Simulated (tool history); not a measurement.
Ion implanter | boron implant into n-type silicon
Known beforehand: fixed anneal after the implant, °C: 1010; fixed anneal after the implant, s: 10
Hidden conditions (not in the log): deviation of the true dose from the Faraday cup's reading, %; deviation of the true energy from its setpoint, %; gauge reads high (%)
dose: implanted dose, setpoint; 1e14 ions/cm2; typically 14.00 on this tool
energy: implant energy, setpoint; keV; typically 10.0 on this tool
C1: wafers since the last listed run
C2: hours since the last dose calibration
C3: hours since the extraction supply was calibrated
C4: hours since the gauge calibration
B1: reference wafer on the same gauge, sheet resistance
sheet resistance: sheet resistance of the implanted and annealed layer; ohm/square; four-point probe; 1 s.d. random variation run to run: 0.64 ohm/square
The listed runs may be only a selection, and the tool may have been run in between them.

Run 1, day 0.000: usual settings; C1 0; C2 1187.0; C3 679.7; C4 151.2; B1 125.91. Result: sheet resistance 111.82 ohm/square.
Run 2, day 1.275: usual settings; C1 620; C2 1217.6; C3 710.3; C4 181.8; B1 125.84. Result: sheet resistance 112.20 ohm/square.
Run 3, day 3.396: usual settings; C1 1032; C2 1268.5; C3 761.2; C4 232.7; B1 126.04. Result: sheet resistance 112.03 ohm/square.
Run 4, day 5.962: usual settings; C1 1250; C2 1330.1; C3 822.8; C4 294.3; B1 125.89. Result: sheet resistance 111.98 ohm/square.
Run 5, day 7.783: usual settings; C1 886; C2 1373.8; C3 866.5; C4 338.0; B1 126.09. Result: sheet resistance 112.07 ohm/square.
Run 6, day 10.133: usual settings; C1 1144; C2 1430.2; C3 922.9; C4 394.4; B1 125.67. Result: sheet resistance 111.89 ohm/square.
Run 7, day 11.188: usual settings; C1 513; C2 1455.5; C3 948.2; C4 419.7; B1 126.16. Result: sheet resistance 110.81 ohm/square.
Run 8, day 14.042: usual settings; C1 1390; C2 1524.0; C3 1016.7; C4 488.2; B1 126.08. Result: sheet resistance 111.90 ohm/square.
Run 9, day 15.504: usual settings; C1 712; C2 1559.1; C3 1051.8; C4 523.3; B1 126.11. Result: sheet resistance 111.88 ohm/square.
Run 10, day 17.275: usual settings but energy 12.0 keV; C1 862; C2 1601.6; C3 1094.3; C4 565.8; B1 125.97. Result: sheet resistance 103.95 ohm/square.
Run 11, day 19.138: usual settings but energy 12.0 keV; C1 907; C2 1646.3; C3 1139.0; C4 610.5; B1 125.86. Result: sheet resistance 104.62 ohm/square.
Run 12, day 22.088: usual settings but energy 12.0 keV; C1 1436; C2 1717.1; C3 1209.8; C4 681.3; B1 126.04. Result: sheet resistance 105.34 ohm/square.
At day 27.654: Faraday cup replaced and dose calibrated.
Run 13, day 30.804: usual settings but energy 9.0 keV; C1 4083; C2 75.6; C3 1419.0; C4 890.5; B1 126.04. Result: sheet resistance 116.15 ohm/square.
Run 14, day 32.312: usual settings but energy 9.0 keV; C1 734; C2 111.8; C3 1455.2; C4 926.7; B1 126.01. Result: sheet resistance 117.56 ohm/square.
Run 15, day 33.329: usual settings; C1 495; C2 136.2; C3 1479.6; C4 951.1; B1 126.04. Result: sheet resistance 112.18 ohm/square.
Run 16, day 35.938: usual settings; C1 1270; C2 198.8; C3 1542.2; C4 1013.7; B1 126.13. Result: sheet resistance 112.87 ohm/square.
Run 17, day 38.750: usual settings; C1 1369; C2 266.3; C3 1609.7; C4 1081.2; B1 125.98. Result: sheet resistance 112.82 ohm/square.
Run 18, day 41.038: usual settings; C1 1114; C2 321.2; C3 1664.6; C4 1136.1; B1 125.75. Result: sheet resistance 111.79 ohm/square.
Run 19, day 42.475: usual settings but dose 16.84 1e14 ions/cm2, energy 11.5 keV; C1 700; C2 355.7; C3 1699.1; C4 1170.6; B1 125.93. Result: sheet resistance 99.33 ohm/square.
Run 20, day 44.179: usual settings but energy 6.5 keV; C1 830; C2 396.6; C3 1740.0; C4 1211.5; B1 125.71. Result: sheet resistance 134.24 ohm/square.
At day 44.221: gauge calibrated.
Run 21, day 46.542: usual settings; C1 1150; C2 453.3; C3 1796.7; C4 55.7; B1 126.27. Result: sheet resistance 111.96 ohm/square.
Run 22, day 49.042: usual settings; C1 1217; C2 513.3; C3 1856.7; C4 115.7; B1 125.76. Result: sheet resistance 111.68 ohm/square.
Run 23, day 51.104: usual settings but dose 15.09 1e14 ions/cm2, energy 11.5 keV; C1 1004; C2 562.8; C3 1906.2; C4 165.2; B1 126.05. Result: sheet resistance 103.66 ohm/square.
Run 24, day 52.342: usual settings but energy 13.5 keV; C1 602; C2 592.5; C3 1935.9; C4 194.9; B1 125.86. Result: sheet resistance 101.43 ohm/square.
Run 25, day 54.317: usual settings but dose 11.44 1e14 ions/cm2, energy 8.0 keV; C1 961; C2 639.9; C3 1983.3; C4 242.3; B1 125.88. Result: sheet resistance 131.38 ohm/square.
Run 26, day 55.321: usual settings but energy 11.0 keV; C1 489; C2 664.0; C3 2007.4; C4 266.4; B1 126.13. Result: sheet resistance 107.68 ohm/square.
Run 27, day 56.533: usual settings but dose 10.15 1e14 ions/cm2, energy 11.0 keV; C1 590; C2 693.1; C3 2036.5; C4 295.5; B1 126.02. Result: sheet resistance 129.14 ohm/square.
Run 28, day 59.738: usual settings but dose 12.73 1e14 ions/cm2, energy 11.5 keV; C1 1560; C2 770.0; C3 2113.4; C4 372.4; B1 125.87. Result: sheet resistance 111.21 ohm/square.
At day 60.162: extraction supply calibrated.
Run 29, day 61.792: usual settings but dose 17.22 1e14 ions/cm2, energy 6.5 keV; C1 838; C2 819.3; C3 39.1; C4 421.7; B1 126.03. Result: sheet resistance 129.06 ohm/square.
Run 30, day 63.621: usual settings but dose 11.56 1e14 ions/cm2, energy 8.0 keV; C1 890; C2 863.2; C3 83.0; C4 465.6; B1 125.81. Result: sheet resistance 132.69 ohm/square.
Run 31, day 69.012: usual settings; C1 2626; C2 992.6; C3 212.4; C4 595.0; B1 125.77. Result: sheet resistance 112.38 ohm/square.
Run 32, day 70.600: usual settings; C1 773; C2 1030.7; C3 250.5; C4 633.1; B1 125.97. Result: sheet resistance 111.57 ohm/square.
Run 33, day 72.992: usual settings; C1 1164; C2 1088.1; C3 307.9; C4 690.5; B1 125.99. Result: sheet resistance 112.83 ohm/square.
Run 34, day 75.708: usual settings; C1 1323; C2 1153.3; C3 373.1; C4 755.7; B1 126.34. Result: sheet resistance 111.82 ohm/square.
Run 35, day 78.667: usual settings; C1 1440; C2 1224.3; C3 444.1; C4 826.7; B1 126.27. Result: sheet resistance 111.86 ohm/square.
Run 36, day 79.729: usual settings but dose 12.53 1e14 ions/cm2, energy 11.0 keV; C1 517; C2 1249.8; C3 469.6; C4 852.2; B1 126.00. Result: sheet resistance 114.98 ohm/square.

Each row is a separate what-if for the run after 36, all from the same tool condition, not one after another. Results?
Run A, day 79.746: usual settings but energy 13.0 keV; C1 8; C2 1250.2; C3 470.0; C4 852.6; B1 ?. Result: sheet resistance ?.
Run B, day 79.746: usual settings but dose 15.32 1e14 ions/cm2, energy 12.0 keV; C1 8; C2 1250.2; C3 470.0; C4 852.6; B1 ?. Result: sheet resistance ?.
Run C, day 79.746: usual settings but dose 15.99 1e14 ions/cm2, energy 12.0 keV; C1 8; C2 1250.2; C3 470.0; C4 852.6; B1 ?. Result: sheet resistance ?.

run      B1  sheet resistance
  A  125.90            102.88
  B  125.90            101.45
  C  125.90             99.69
Stripped of hidden state, with their random variation kept, the same runs would have yielded:
run  sheet resistance
  A            102.88
  B            101.45
  C             99.69
